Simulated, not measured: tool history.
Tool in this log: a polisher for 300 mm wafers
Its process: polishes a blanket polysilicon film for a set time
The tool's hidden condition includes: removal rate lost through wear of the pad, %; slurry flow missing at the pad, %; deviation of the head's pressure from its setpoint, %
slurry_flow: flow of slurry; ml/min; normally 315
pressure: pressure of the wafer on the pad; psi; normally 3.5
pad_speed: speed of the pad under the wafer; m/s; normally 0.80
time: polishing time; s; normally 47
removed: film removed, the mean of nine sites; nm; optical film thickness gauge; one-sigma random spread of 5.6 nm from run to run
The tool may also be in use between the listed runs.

run    hour  slurry_flow  pressure  pad_speed  time  wafers since the last listed run  wafers polished on this pad  hours since the slurry nozzle was cleaned  hours since the head pressure was calibrated  incoming thickness of the incoming film, nm  removed
  1     0.0          315       3.5       0.80    47                                 0                         1003                                      210.7                                         769.8                                       1109.8    470.7
  2   134.8          315       3.5       0.80    47                              2283                         3286                                      345.5                                         904.6                                       1099.9    484.1
  3   190.7          315       3.5       0.80    47                               946                         4233                                      401.4                                         960.5                                       1104.9    474.0
      290.3  -- worn pad replaced by a new one
  4   389.4          315       3.5       0.80    47                              3297                         1677                                      600.1                                        1159.2                                       1102.2    485.9
  5   438.8          365       3.5       0.80    47                               836                         2514                                      649.5                                        1208.6                                       1110.6    495.6
      554.2  -- slurry nozzle cleaned
  6   574.0          365       3.5       0.80    47                              2272                         4787                                       19.8                                        1343.8                                       1120.3    502.8
  7   606.2          315       3.5       0.80    47                               545                         5332                                       52.0                                        1376.0                                       1113.4    505.2
      647.7  -- worn pad replaced by a new one
  8   673.3          270       3.5       0.80    47                              1068                          434                                      119.1                                        1443.1                                       1116.3    513.8
      698.3  -- head pressure recalibrated
  9   726.1          270       3.5       0.80    47                               860                         1294                                      171.9                                          27.8                                       1108.3    453.0
 10   876.7          270       3.5       0.80    47                              2550                         3845                                      322.5                                         178.4                                       1119.5    454.0
 11   943.5          315       3.0       0.80    57                              1131                         4976                                      389.3                                         245.2                                       1118.0    503.3
      975.4  -- worn pad replaced by a new one
 12   975.9          315       3.0       0.80    57                               481                            8                                      421.7                                         277.6                                       1109.6    500.6
 13  1009.0          315       3.5       0.80    47                               560                          569                                      454.8                                         310.7                                       1107.5    471.6
 14  1072.4          315       3.5       0.80    47                              1073                         1642                                      518.2                                         374.1                                       1099.5    466.0
 15  1122.9          315       3.5       0.80    47                               855                         2498                                      568.7                                         424.6                                       1103.5    467.9
 16  1172.8          350       3.5       0.80    47                               845                         3343                                      618.6                                         474.5                                       1123.6    467.2
 17  1198.8          315       3.5       0.80    47                               440                         3783                                      644.6                                         500.5                                       1132.1    462.2
     1216.0  -- slurry nozzle cleaned
 18  1233.7          365       3.5       0.80    47                               574                         4357                                       17.7                                         535.4                                       1124.9    466.4
 19  1258.8          315       3.1       0.80    40                               425                         4782                                       42.8                                         560.5                                       1092.8    364.7
 20  1293.7          360       3.5       0.56    47                               591                         5373                                       77.7                                         595.4                                       1099.3    365.4
     1353.0  -- worn pad replaced by a new one
 21  1354.3          315       3.5       0.80    47                               958                           21                                      138.3                                         656.0                                       1108.5    478.3
 22  1387.7          350       2.8       0.66    47                               565                          587                                      171.7                                         689.4                                       1113.5    348.0
 23  1450.6          315       3.5       1.02    47                              1065                         1652                                      234.6                                         752.3                                       1110.4    583.0
 24  1478.8          315       3.5       0.92    36                               477                         2130                                      262.8                                         780.5                                       1096.4    412.9
 25  1510.4          315       3.5       0.80    63                               535                         2665                                      294.4                                         812.1                                       1130.7    636.7
 26  1540.1          370       4.4       0.98    47                               503                         3168                                      324.1                                         841.8                                       1126.6    703.0
 27  1595.3          390       3.0       0.80    47                               934                         4103                                      379.3                                         897.0                                       1132.6    426.9
 28  1643.7          315       3.5       0.80    47                               819                         4923                                      427.7                                         945.4                                       1107.4    479.8
     1682.6  -- worn pad replaced by a new one
 29  1684.6          315       3.5       0.80    47                               624                           34                                      468.6                                         986.3                                       1091.6    485.6

Forecast each of these 4 alternatives for the next run:
  A  1685.0          315       3.5       0.96    47                                 6                           41                                      469.0                                         986.7                                       1113.5        ?
  B  1685.0          315       2.9       0.80    53                                 6                           41                                      469.0                                         986.7                                       1113.5        ?
  C  1685.0          280       2.5       0.80    47                                 6                           41                                      469.0                                         986.7                                       1113.5        ?
  D  1685.0          315       4.1       0.68    47                                 6                           41                                      469.0                                         986.7                                       1113.5        ?

run  removed
  A    570.6
  B    477.1
  C    375.1
  D    491.8
Without the tool's unlogged condition, the same runs would have read:
run  removed
  A    553.4
  B    462.8
  C    363.8
  D    477.0

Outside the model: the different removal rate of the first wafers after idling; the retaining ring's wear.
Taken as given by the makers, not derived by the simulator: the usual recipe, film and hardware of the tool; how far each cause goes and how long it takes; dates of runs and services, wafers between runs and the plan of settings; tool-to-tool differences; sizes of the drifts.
